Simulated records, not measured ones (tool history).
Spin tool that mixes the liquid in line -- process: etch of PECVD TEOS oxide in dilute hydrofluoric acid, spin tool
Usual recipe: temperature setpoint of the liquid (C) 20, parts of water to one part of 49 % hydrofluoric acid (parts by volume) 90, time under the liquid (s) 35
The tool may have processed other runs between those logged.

run	hour	temperature setpoint of the liquid (C)	parts of water to one part of 49 % hydrofluoric acid (parts by volume)	time under the liquid (s)	read-back film thickness of the PECVD TEOS oxide reference wafer, read on the same gauge (nm)	thickness taken off the PECVD TEOS oxide on a monitor wafer (angstrom)
1	0	20	90	35	90.04	62.2
2	14.4	23	90	35	90.04	70.8
3	31.3	23	90	35	90.02	70.9
4	57.1	20	90	45	90	80.5
5	90.2	20	90	45	90.02	80.3
6	122.8	20	90	45	90.03	79.8
7	151.7	20	90	35	90	62
8	176.4	20	90	35	90.01	62.2
# hour 179.4: gauge calibrated
9	199.5	20	90	35	90.04	62.8
10	220.4	20	75	35	89.98	75.5
11	242.5	20	105	25	89.96	37.3
12	262	20	90	35	90.02	61.4
# hour 277.4: hydrofluoric acid flow meter replaced
13	282	20	90	35	90.01	57.2
14	313.9	20	90	35	90	57.7
15	344.9	17	125	25	90.03	25.3
16	374.8	21.5	60	45	90	122.8
17	397.2	17	120	35	89.99	36
# hour 417: hydrofluoric acid flow meter replaced, repeated, since the last time left the tool worse
18	423.6	20	65	35	89.96	96
19	436	20	90	20	90.03	38.6
# hour 459.2: thermometer replaced
20	469.9	20	55	35	89.97	112.8
21	497.8	20	90	35	89.98	66.6
22	518.8	17.5	90	35	90	60
23	532.8	20	105	25	89.95	40.4
24	566.7	24	90	35	90.02	78.1
25	589.3	20	90	35	90.02	66.3
26	622.2	18.5	75	35	89.98	75.9
27	653.9	20	90	35	89.97	65.9
28	670.2	23.5	100	35	90.04	67.6
29	705.6	20	90	35	90.01	66.3
30	719.5	20	65	20	90.03	53.4
31	747.3	20	70	35	90.02	86.9
32	780.4	21.5	135	50	89.98	64.4
33	805.2	20	60	20	90	58.6

Forecast each of these 4 alternatives for the next run:
A	805.6	20	90	35	?	?
B	805.6	24.5	135	25	?	?
C	805.6	17	75	35	?	?
D	805.6	17	90	35	?	?

run	read-back film thickness of the PECVD TEOS oxide reference wafer, read on the same gauge (nm)	thickness taken off the PECVD TEOS oxide on a monitor wafer (angstrom)
A	89.95	65.8
B	89.95	35.6
C	89.95	70.8
D	89.95	58.1
Stripped of hidden state, with their random variation kept, the same runs would have yielded:
run	thickness taken off the PECVD TEOS oxide on a monitor wafer (angstrom)
A	67.2
B	36.4
C	72.3
D	59.3
